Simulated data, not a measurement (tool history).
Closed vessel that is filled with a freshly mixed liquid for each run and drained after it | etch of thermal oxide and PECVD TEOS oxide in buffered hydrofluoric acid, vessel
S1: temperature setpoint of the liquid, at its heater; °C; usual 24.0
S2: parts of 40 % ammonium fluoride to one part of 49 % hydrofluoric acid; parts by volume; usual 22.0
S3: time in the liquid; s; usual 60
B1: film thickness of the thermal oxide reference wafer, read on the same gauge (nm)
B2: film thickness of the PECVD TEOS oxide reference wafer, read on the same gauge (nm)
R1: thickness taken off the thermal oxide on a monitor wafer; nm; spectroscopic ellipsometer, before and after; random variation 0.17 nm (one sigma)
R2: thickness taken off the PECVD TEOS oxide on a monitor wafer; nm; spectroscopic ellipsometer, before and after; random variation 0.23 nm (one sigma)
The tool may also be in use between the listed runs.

run 1 day=0.000 | S1=24.0 S2=22.0 S3=30 | B1=129.98 B2=140.02 | R1=14.67 R2=18.96
run 2 day=1.200 | S1=24.0 S2=22.0 S3=30 | B1=130.00 B2=140.01 | R1=14.47 R2=18.90
run 3 day=3.988 | S1=24.0 S2=22.0 S3=30 | B1=130.01 B2=140.02 | R1=14.61 R2=18.80
run 4 day=6.954 | S1=24.0 S2=27.5 S3=60 | B1=130.01 B2=140.01 | R1=24.48 R2=31.65
run 5 day=9.321 | S1=24.0 S2=27.5 S3=60 | B1=129.99 B2=139.99 | R1=24.45 R2=31.65
run 6 day=11.446 | S1=24.0 S2=27.5 S3=60 | B1=129.96 B2=140.00 | R1=24.52 R2=31.28
run 7 day=14.108 | S1=27.0 S2=22.0 S3=60 | B1=130.01 B2=139.99 | R1=33.62 R2=44.18
run 8 day=16.142 | S1=27.0 S2=22.0 S3=60 | B1=130.02 B2=140.01 | R1=33.72 R2=43.48
run 9 day=17.262 | S1=27.0 S2=22.0 S3=60 | B1=129.98 B2=140.02 | R1=33.80 R2=43.41
run 10 day=18.454 | S1=21.0 S2=27.0 S3=70 | B1=130.00 B2=140.00 | R1=24.16 R2=31.25
run 11 day=19.796 | S1=24.0 S2=22.0 S3=60 | B1=129.97 B2=139.99 | R1=28.52 R2=36.77
run 12 day=21.250 | S1=21.0 S2=15.5 S3=60 | B1=129.99 B2=139.98 | R1=31.68 R2=40.95
run 13 day=24.196 | S1=24.0 S2=22.0 S3=75 | B1=130.00 B2=140.03 | R1=39.63 R2=51.49
run 14 day=26.292 | S1=24.0 S2=22.0 S3=40 | B1=130.00 B2=140.02 | R1=21.23 R2=27.30
run 15 day=27.379 | S1=25.5 S2=29.0 S3=60 | B1=130.00 B2=139.98 | R1=28.72 R2=36.82
run 16 day=28.888 | S1=24.0 S2=22.0 S3=60 | B1=130.00 B2=139.98 | R1=31.97 R2=40.85
run 17 day=31.350 | S1=24.0 S2=27.5 S3=90 | B1=129.98 B2=139.99 | R1=40.44 R2=53.13
run 18 day=32.404 | S1=25.5 S2=24.5 S3=75 | B1=129.99 B2=139.97 | R1=40.20 R2=51.41
run 19 day=34.967 | S1=20.0 S2=22.0 S3=60 | B1=130.02 B2=140.02 | R1=24.94 R2=32.72

Taken out of this log: 3 entries between the listed runs. Where each belongs, and how the hidden state differs across it:
Between runs 12 and 13: hydrofluoric acid flow meter replaced (day 23.621); thermometer replaced (day 23.862)
  hydrofluoric acid flow below the setpoint (%): 15.4 -> 0.84
  measured less the result without the state, R1: -5.67 -> -0.23 nm; R2: -7.32 -> -0.30 nm
Between runs 13 and 14: gauge calibrated (day 25.242)
  hydrofluoric acid flow below the setpoint (%): 0.84 -> 1.11
  measured less the result without the state, R1: -0.23 -> -0.17 nm; R2: -0.30 -> -0.21 nm
